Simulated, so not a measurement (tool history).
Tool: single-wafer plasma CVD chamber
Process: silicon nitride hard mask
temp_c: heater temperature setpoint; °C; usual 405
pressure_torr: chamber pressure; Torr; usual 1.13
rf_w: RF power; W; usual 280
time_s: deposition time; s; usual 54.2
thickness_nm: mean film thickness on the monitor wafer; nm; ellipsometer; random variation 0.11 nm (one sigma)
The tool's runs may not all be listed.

run,hour,temp_c,pressure_torr,rf_w,time_s,"read-back reference wafer on the same gauge, thickness_nm",thickness_nm
1,0.0,405,1.31,280,54.2,58.519,57.838
2,32.9,405,1.31,280,54.2,58.506,57.859
3,80.5,405,1.13,280,54.2,58.487,55.380
4,137.1,405,1.13,280,54.2,58.473,55.303
5,184.5,405,1.13,280,54.2,58.487,55.142
6,244.6,405,1.13,280,54.2,58.505,55.308
7,296.3,405,1.13,235,54.2,58.470,50.105
8,327.6,405,1.13,280,54.2,58.522,55.265
# hour 381.2: capacitance manometer re-zeroed and calibrated
9,387.7,405,1.13,280,54.2,58.498,55.168
# hour 422.5: gauge calibrated
# hour 425.5: thermocouple changed; heater temperature recalibrated
10,458.7,405,1.13,280,54.2,58.464,55.004
11,517.8,405,1.13,280,54.2,58.492,54.957
12,586.2,405,1.26,280,54.2,58.487,57.181
13,654.1,405,0.88,300,54.2,58.477,52.612
# hour 674.2: showerhead replaced
# hour 687.6: RF generator calibrated
14,715.6,405,1.36,325,54.2,58.522,63.388
15,750.8,399,1.04,230,45.6,58.497,40.761
16,796.3,405,1.13,300,59.2,58.506,62.513
17,859.7,419,1.31,280,48.7,58.530,51.583
18,886.6,417,1.13,330,54.2,58.491,60.223
19,931.7,405,1.13,225,54.2,58.483,48.845

3 ways to go on from here, each from the tool as it stands after run 19. What would each give?
A,932.1,414,1.13,280,54.2,?,?
B,932.1,410,1.13,295,59.8,?,?
C,932.1,400,1.13,245,50.7,?,?

run,"read-back reference wafer on the same gauge, thickness_nm",thickness_nm
A,58.514,55.053
B,58.514,62.612
C,58.514,48.101
Without the tool's hidden state the same runs would have given:
run,thickness_nm
A,55.053
B,62.612
C,48.101
